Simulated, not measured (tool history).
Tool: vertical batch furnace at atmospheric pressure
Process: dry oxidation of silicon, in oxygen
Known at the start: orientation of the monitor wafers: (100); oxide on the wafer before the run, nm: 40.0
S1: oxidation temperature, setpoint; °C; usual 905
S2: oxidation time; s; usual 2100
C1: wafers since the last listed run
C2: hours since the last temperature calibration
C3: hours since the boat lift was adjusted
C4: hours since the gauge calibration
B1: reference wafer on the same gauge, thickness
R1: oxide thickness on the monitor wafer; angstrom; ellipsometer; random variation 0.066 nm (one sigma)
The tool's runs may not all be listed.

| run | hour | S1 | S2 | C1 | C2 | C3 | C4 | B1 | R1 |
|---|---|---|---|---|---|---|---|---|---|
| 1 | 0 | 905 | 2100 | 0 | 1537.2 | 2584.4 | 1277.2 | 48.09 | 442.7 |
| 2 | 51.6 | 905 | 2100 | 753 | 1588.8 | 2636 | 1328.8 | 48.1 | 443.1 |
| 3 | 114.9 | 905 | 2100 | 924 | 1652.1 | 2699.3 | 1392.1 | 48.13 | 442 |
| 4 | 180 | 905 | 1620 | 951 | 1717.2 | 2764.4 | 1457.2 | 48.14 | 429.2 |
| 5 | 228.2 | 905 | 2100 | 704 | 1765.4 | 2812.6 | 1505.4 | 48.1 | 442 |
| 6 | 268.2 | 905 | 2100 | 584 | 1805.4 | 2852.6 | 1545.4 | 48.13 | 443.1 |
| 7 | 301.2 | 905 | 2100 | 482 | 1838.4 | 2885.6 | 1578.4 | 48.13 | 443.5 |
| 8 | 345.6 | 905 | 2100 | 648 | 1882.8 | 2930 | 1622.8 | 48.11 | 442.1 |
| 9 | 417.5 | 905 | 1890 | 1050 | 1954.7 | 3001.9 | 1694.7 | 48.11 | 437.4 |
| 10 | 625.4 | 905 | 1890 | 3037 | 2162.6 | 3209.8 | 1902.6 | 48.11 | 439.1 |
| 11 | 655.5 | 914 | 2100 | 439 | 2192.7 | 3239.9 | 1932.7 | 48.1 | 451.8 |
| 12 | 701.6 | 905 | 2100 | 673 | 2238.8 | 3286 | 1978.8 | 48.09 | 443 |
| 13 | 749.9 | 905 | 2100 | 705 | 2287.1 | 3334.3 | 2027.1 | 48.12 | 443.1 |
| 14 | 886.2 | 893 | 2100 | 1991 | 2423.4 | 3470.6 | 2163.4 | 48.14 | 433.2 |
| 15 | 941.2 | 893 | 2100 | 803 | 2478.4 | 3525.6 | 2218.4 | 48.1 | 433.2 |
|  | 995.9 | thermocouples replaced and temperature profile calibrated |
| 16 | 1004.8 | 905 | 2100 | 578 | 8.9 | 3589.2 | 2282 | 48.08 | 447.1 |
| 17 | 1046.5 | 905 | 2100 | 609 | 50.6 | 3630.9 | 2323.7 | 48.09 | 446.3 |
| 18 | 1074 | 905 | 2100 | 401 | 78.1 | 3658.4 | 2351.2 | 48.08 | 446.3 |
| 19 | 1104.9 | 913 | 2100 | 451 | 109 | 3689.3 | 2382.1 | 48.1 | 455 |
|  | 1163.6 | gauge calibrated |
| 20 | 1165.2 | 905 | 2100 | 880 | 169.3 | 3749.6 | 1.6 | 48.1 | 447 |
|  | 1213.1 | boat lift adjusted |
| 21 | 1233.2 | 914 | 1500 | 642 | 237.3 | 20.1 | 69.6 | 48.13 | 436.1 |
|  | 1292.8 | thermocouples replaced and temperature profile calibrated, repeated, since the last time left the tool worse |
| 22 | 1293.3 | 920 | 1260 | 527 | 0.5 | 80.2 | 129.7 | 48.12 | 427.7 |
| 23 | 1344.7 | 905 | 2100 | 750 | 51.9 | 131.6 | 181.1 | 48.05 | 441.1 |
| 24 | 1386 | 905 | 1500 | 603 | 93.2 | 172.9 | 222.4 | 48.09 | 426.2 |
| 25 | 1416.7 | 905 | 2100 | 448 | 123.9 | 203.6 | 253.1 | 48.08 | 440.9 |
| 26 | 1459 | 905 | 2100 | 617 | 166.2 | 245.9 | 295.4 | 48.1 | 441.8 |
| 27 | 1505 | 905 | 2100 | 671 | 212.2 | 291.9 | 341.4 | 48.1 | 442.3 |
| 28 | 1549.2 | 923 | 2100 | 645 | 256.4 | 336.1 | 385.6 | 48.1 | 458 |
| 29 | 1577 | 905 | 2100 | 406 | 284.2 | 363.9 | 413.4 | 48.11 | 442.4 |
| 30 | 1627.7 | 926 | 2730 | 740 | 334.9 | 414.6 | 464.1 | 48.14 | 483.7 |
| 31 | 1692.2 | 888 | 2400 | 942 | 399.4 | 479.1 | 528.6 | 48.11 | 434.1 |
| 32 | 1757.1 | 905 | 2880 | 948 | 464.3 | 544 | 593.5 | 48.11 | 460.9 |
| 33 | 1798.5 | 905 | 2100 | 604 | 505.7 | 585.4 | 634.9 | 48.11 | 440.5 |
| 34 | 1839.6 | 914 | 2880 | 600 | 546.8 | 626.5 | 676 | 48.08 | 471.5 |
| 35 | 1880 | 922 | 2400 | 590 | 587.2 | 666.9 | 716.4 | 48.12 | 466.7 |
| 36 | 1935.2 | 905 | 2100 | 806 | 642.4 | 722.1 | 771.6 | 48.1 | 441.6 |
| 37 | 2001.6 | 905 | 2520 | 969 | 708.8 | 788.5 | 838 | 48.08 | 452.7 |

3 ways to go on from here, each from the tool as it stands after run 37. What would each give?
| A | 2005.6 | 905 | 1110 | 58 | 712.8 | 792.5 | 842 | ? | ? |
| B | 2005.6 | 928 | 2700 | 58 | 712.8 | 792.5 | 842 | ? | ? |
| C | 2005.6 | 898 | 1590 | 58 | 712.8 | 792.5 | 842 | ? | ? |

| run | B1 | R1 |
|---|---|---|
| A | 48.1 | 416 |
| B | 48.1 | 486.8 |
| C | 48.1 | 424.3 |
Without the tool's hidden state the same runs would have given:
| run | R1 |
|---|---|
| A | 415.8 |
| B | 485.9 |
| C | 423.9 |
